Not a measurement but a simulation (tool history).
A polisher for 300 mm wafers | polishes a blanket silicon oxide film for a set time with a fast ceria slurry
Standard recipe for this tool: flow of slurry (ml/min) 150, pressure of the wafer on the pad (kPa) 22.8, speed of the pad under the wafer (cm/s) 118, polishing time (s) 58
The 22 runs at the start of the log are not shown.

run,hour,flow of slurry (ml/min),pressure of the wafer on the pad (kPa),speed of the pad under the wafer (cm/s),polishing time (s),wafers since the last listed run,wafers polished on this pad,hours since the slurry nozzle was cleaned,hours since the head pressure was calibrated,"incoming thickness of the incoming film, nm",film removed (angstrom)
23,2030,150,22.8,152,58,495,549,188.5,384.6,3532.2,16929
24,2095.5,150,22.8,118,58,497,1047,254,450.1,3550,14322
25,2143.1,150,22.8,92,45,361,1409,301.6,497.7,3553.2,9657
26,2237.2,150,22.8,104,58,715,2124,395.7,591.8,3502.6,12770
27,2325.4,150,22.8,118,58,670,2795,483.9,680,3560.9,13841
# hour 2348.1: head pressure recalibrated
28,2386.4,150,22.8,118,58,448,3243,544.9,38.3,3580.4,13813
29,2440.9,150,22.8,118,44,414,3658,599.4,92.8,3576.6,10088
30,2514.9,150,22.8,158,58,562,4220,673.4,166.8,3466.5,16284
# hour 2536: slurry nozzle cleaned
31,2570.7,180,22.8,118,65,416,4637,34.7,222.6,3592.8,15483
32,2668,150,22.8,118,58,739,5377,132,319.9,3571.2,13382
# hour 2706.2: worn pad replaced by a new one
33,2747,180,22.8,118,58,570,310,211,398.9,3584.6,14446
34,2804.4,170,22.8,100,58,436,746,268.4,456.3,3494.6,12647
35,2851.7,175,22.8,98,58,359,1106,315.7,503.6,3487.3,12806
36,2919.6,135,22.8,118,42,516,1622,383.6,571.5,3514.6,9951
37,3112.2,150,22.8,118,75,1464,3086,576.2,764.1,3571.1,17301

Predict each of these 3 candidate next runs independently; none follows another, all start after run 37:
A,3112.6,150,22.8,80,58,3,3089,576.6,764.5,3488.7,?
B,3112.6,150,22.8,118,51,3,3089,576.6,764.5,3488.7,?
C,3112.6,135,22.8,108,58,3,3089,576.6,764.5,3488.7,?

run,film removed (angstrom)
A,10892
B,11823
C,12632
What these runs would have given with no unlogged condition in the tool:
run,film removed (angstrom)
A,11621
B,12615
C,13478
